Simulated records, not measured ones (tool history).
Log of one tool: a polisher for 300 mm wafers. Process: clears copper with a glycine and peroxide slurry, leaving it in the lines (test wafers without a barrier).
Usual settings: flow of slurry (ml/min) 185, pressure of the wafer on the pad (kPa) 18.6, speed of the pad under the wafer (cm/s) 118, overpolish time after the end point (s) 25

run	day	flow of slurry (ml/min)	pressure of the wafer on the pad (kPa)	speed of the pad under the wafer (cm/s)	overpolish time after the end point (s)	wafers since the last listed run	wafers polished on this pad	hours since the slurry nozzle was cleaned	hours since the head pressure was calibrated	incoming thickness of the incoming film, nm	time until the end point was called (s)	dishing of a wide line in a test structure (angstrom)
1	0.000	185	18.6	118	25	0	942	219.0	52.8	559.3	94.8	752
2	1.146	185	18.6	118	25	280	1222	246.5	80.3	553.3	97.5	752
# day 1.883: worn pad replaced by a new one
3	2.717	185	18.6	118	25	343	203	284.2	118.0	564.5	99.1	752
4	3.675	185	18.6	118	25	234	437	307.2	141.0	559.7	98.5	740
5	5.071	185	18.6	118	25	341	779	340.7	174.5	562.0	100.1	762
6	6.142	135	18.6	118	25	261	1041	366.4	200.2	560.8	107.5	710
7	6.700	185	18.6	118	25	136	1177	379.8	213.6	567.5	99.5	742
# day 7.033: worn pad replaced by a new one, of another model than before
8	7.675	185	18.6	118	25	197	156	403.2	237.0	556.8	99.4	756
9	8.283	185	18.6	118	32	148	305	417.8	251.6	565.5	102.1	813
10	9.183	185	18.6	134	25	220	525	439.4	273.2	563.0	93.7	742
11	10.362	185	18.6	94	19	288	813	467.7	301.5	560.2	115.2	540
12	11.121	185	18.6	94	19	185	999	485.9	319.7	552.7	118.3	550
13	12.329	185	18.6	94	19	295	1294	514.9	348.7	550.0	117.8	527
# day 13.383: worn pad replaced by a new one
14	13.438	185	18.6	118	25	230	13	541.5	375.3	561.0	104.5	688
15	14.088	185	18.6	118	25	158	172	557.1	390.9	555.9	107.4	705
16	15.138	185	18.6	118	35	256	429	582.3	416.1	557.7	110.8	816
17	16.254	120	18.6	118	37	273	702	609.1	442.9	561.3	114.3	835
18	16.758	130	18.6	118	29	123	825	621.2	455.0	551.2	110.4	743
# day 16.908: head pressure recalibrated
19	17.554	160	20.7	140	14	174	999	640.3	15.5	561.2	77.6	615
# day 18.792: worn pad replaced by a new one
# day 20.312: slurry nozzle cleaned
20	20.592	120	18.6	118	37	691	429	6.7	88.4	563.6	102.3	890
21	21.304	185	22.1	118	34	174	603	23.8	105.5	560.3	81.1	964
22	22.021	135	15.9	82	14	175	779	41.0	122.7	562.9	139.9	376
23	23.204	185	18.6	118	25	289	1068	69.4	151.1	558.0	96.7	749
# day 24.442: worn pad replaced by a new one
24	24.600	150	13.1	86	38	300	39	102.9	184.6	557.1	162.7	641
25	25.633	185	18.6	118	25	252	291	127.7	209.4	549.9	97.9	739
26	26.804	185	13.8	118	25	286	578	155.8	237.5	559.7	135.3	575
27	27.475	185	18.6	118	25	164	742	171.9	253.6	563.8	101.1	746
28	28.317	125	14.5	118	32	205	948	192.1	273.8	562.3	136.5	694
29	29.042	185	18.6	118	33	177	1125	209.5	291.2	556.4	102.8	806
30	29.558	155	15.2	100	16	126	1251	221.9	303.6	560.5	140.1	428

4 ways to go on from here, each from the tool as it stands after run 30. What would each give?
A	29.579	185	18.6	118	25	5	1256	222.4	304.1	561.0	?	?
B	29.579	230	14.5	144	25	5	1256	222.4	304.1	561.0	?	?
C	29.579	160	18.6	142	25	5	1256	222.4	304.1	561.0	?	?
D	29.579	235	18.6	118	29	5	1256	222.4	304.1	561.0	?	?

run	time until the end point was called (s)	dishing of a wide line in a test structure (angstrom)
A	105.3	713
B	117.1	642
C	95.2	751
D	103.3	785
Without the tool's hidden state the same runs would have given:
run	time until the end point was called (s)	dishing of a wide line in a test structure (angstrom)
A	96.3	760
B	107.4	685
C	87.0	800
D	94.5	834
